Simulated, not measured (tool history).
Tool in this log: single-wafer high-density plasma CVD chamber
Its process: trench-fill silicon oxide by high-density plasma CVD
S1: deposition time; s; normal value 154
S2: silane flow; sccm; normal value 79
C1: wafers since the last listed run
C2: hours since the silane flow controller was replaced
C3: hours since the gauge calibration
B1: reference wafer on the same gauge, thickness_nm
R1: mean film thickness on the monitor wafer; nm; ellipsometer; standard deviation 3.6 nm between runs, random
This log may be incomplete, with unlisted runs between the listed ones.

{"run": 1, "hour": 0.0, "S1": 154, "S2": 79, "C1": 0, "C2": 2612.6, "C3": 503.7, "B1": 1250.289, "R1": 1154.952}
{"run": 2, "hour": 86.9, "S1": 144, "S2": 75, "C1": 660, "C2": 2699.5, "C3": 590.6, "B1": 1249.794, "R1": 1033.175}
{"run": 3, "hour": 112.4, "S1": 144, "S2": 75, "C1": 193, "C2": 2725.0, "C3": 616.1, "B1": 1250.375, "R1": 1039.531}
{"run": 4, "hour": 129.3, "S1": 144, "S2": 75, "C1": 128, "C2": 2741.9, "C3": 633.0, "B1": 1249.805, "R1": 1033.975}
{"run": 5, "hour": 164.3, "S1": 154, "S2": 79, "C1": 266, "C2": 2776.9, "C3": 668.0, "B1": 1250.089, "R1": 1144.17}
{"run": 6, "hour": 202.1, "S1": 154, "S2": 79, "C1": 287, "C2": 2814.7, "C3": 705.8, "B1": 1250.648, "R1": 1144.069}
{"run": 7, "hour": 216.9, "S1": 154, "S2": 89, "C1": 112, "C2": 2829.5, "C3": 720.6, "B1": 1251.241, "R1": 1244.412}
{"run": 8, "hour": 248.3, "S1": 154, "S2": 89, "C1": 238, "C2": 2860.9, "C3": 752.0, "B1": 1250.193, "R1": 1251.638}
{"run": 9, "hour": 275.2, "S1": 154, "S2": 89, "C1": 204, "C2": 2887.8, "C3": 778.9, "B1": 1249.884, "R1": 1252.852}
{"run": 10, "hour": 304.9, "S1": 154, "S2": 79, "C1": 225, "C2": 2917.5, "C3": 808.6, "B1": 1250.155, "R1": 1137.282}
{"run": 11, "hour": 318.8, "S1": 154, "S2": 79, "C1": 105, "C2": 2931.4, "C3": 822.5, "B1": 1249.569, "R1": 1139.008}
{"run": 12, "hour": 342.3, "S1": 154, "S2": 79, "C1": 178, "C2": 2954.9, "C3": 846.0, "B1": 1248.394, "R1": 1141.218}
{"run": 13, "hour": 370.9, "S1": 154, "S2": 79, "C1": 217, "C2": 2983.5, "C3": 874.6, "B1": 1250.489, "R1": 1142.623}
{"run": 14, "hour": 384.9, "S1": 154, "S2": 79, "C1": 106, "C2": 2997.5, "C3": 888.6, "B1": 1248.957, "R1": 1149.847}
{"run": 15, "hour": 411.6, "S1": 154, "S2": 79, "C1": 203, "C2": 3024.2, "C3": 915.3, "B1": 1250.179, "R1": 1140.508}
{"run": 16, "hour": 440.6, "S1": 154, "S2": 79, "C1": 220, "C2": 3053.2, "C3": 944.3, "B1": 1250.189, "R1": 1139.369}
{"run": 17, "hour": 459.9, "S1": 154, "S2": 79, "C1": 146, "C2": 3072.5, "C3": 963.6, "B1": 1251.556, "R1": 1140.064}
{"run": 18, "hour": 489.0, "S1": 177, "S2": 79, "C1": 221, "C2": 3101.6, "C3": 992.7, "B1": 1250.632, "R1": 1312.982}
{"run": 19, "hour": 517.6, "S1": 154, "S2": 79, "C1": 217, "C2": 3130.2, "C3": 1021.3, "B1": 1248.857, "R1": 1142.077}
{"run": 20, "hour": 531.3, "S1": 154, "S2": 79, "C1": 104, "C2": 3143.9, "C3": 1035.0, "B1": 1247.698, "R1": 1135.018}
{"run": 21, "hour": 557.3, "S1": 181, "S2": 79, "C1": 197, "C2": 3169.9, "C3": 1061.0, "B1": 1249.794, "R1": 1330.874}

Run 22, settings as shown, results not yet in. Your forecast:
{"run": 22, "hour": 591.1, "S1": 167, "S2": 74, "C1": 256, "C2": 3203.7, "C3": 1094.8, "B1": "?", "R1": "?"}

{"run 22": {"B1": 1251.174, "R1": 1176.205}}
Were there no unlogged condition in the tool, this run, its random variation unchanged, would have produced R1 1217.137 nm.
